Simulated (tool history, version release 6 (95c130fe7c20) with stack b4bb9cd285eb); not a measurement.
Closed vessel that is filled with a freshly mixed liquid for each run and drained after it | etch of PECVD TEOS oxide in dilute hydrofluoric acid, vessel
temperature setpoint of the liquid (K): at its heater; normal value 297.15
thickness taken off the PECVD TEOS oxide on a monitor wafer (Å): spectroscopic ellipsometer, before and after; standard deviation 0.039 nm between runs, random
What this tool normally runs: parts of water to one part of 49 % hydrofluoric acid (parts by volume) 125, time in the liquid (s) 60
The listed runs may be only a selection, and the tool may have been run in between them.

run,day,temperature setpoint of the liquid (K),parts of water to one part of 49 % hydrofluoric acid (parts by volume),time in the liquid (s),"read-back film thickness of the PECVD TEOS oxide reference wafer, read on the same gauge (nm)",thickness taken off the PECVD TEOS oxide on a monitor wafer (Å)
1,0,297.15,125,85,141,139
2,2.938,297.15,125,85,141.17,139.6
3,7.012,297.15,145,60,141.46,82.3
4,8.892,297.15,145,60,141.57,82.6
5,11.938,297.15,145,60,141.74,82.7
6,15.096,297.15,125,60,141.95,99
7,19.271,297.15,125,60,142.17,98.8
8,22.683,297.15,125,60,142.41,99.2
9,26.825,297.15,165,75,142.67,89.4
10,29.683,297.15,125,70,142.87,115.6
# day 31.392: gauge calibrated
11,33.062,298.65,105,45,140.41,94.3
12,35.242,293.15,125,60,140.57,83.4
13,37.167,297.15,125,60,140.66,97.6
# day 37.583: hydrofluoric acid flow meter replaced
# day 43.079: thermometer replaced
14,43.879,299.15,90,90,141.07,232.4
15,46.912,299.15,160,60,141.26,80
16,53.517,297.15,125,60,141.67,98.7
17,56.45,299.15,70,60,141.88,203.2

Each run again, without the hidden state but with its own random variation kept:
Hidden state present: liquid hotter than its thermometer reads (K); hydrofluoric acid flow below the setpoint (%); gauge reads high (%).
run,thickness taken off the PECVD TEOS oxide on a monitor wafer (Å)
1,138
2,138.5
3,81.5
4,81.7
5,81.7
6,97.7
7,97.3
8,97.5
9,87.7
10,113.3
11,94
12,83.1
13,97.2
14,230.6
15,79.2
16,97.6
17,200.5

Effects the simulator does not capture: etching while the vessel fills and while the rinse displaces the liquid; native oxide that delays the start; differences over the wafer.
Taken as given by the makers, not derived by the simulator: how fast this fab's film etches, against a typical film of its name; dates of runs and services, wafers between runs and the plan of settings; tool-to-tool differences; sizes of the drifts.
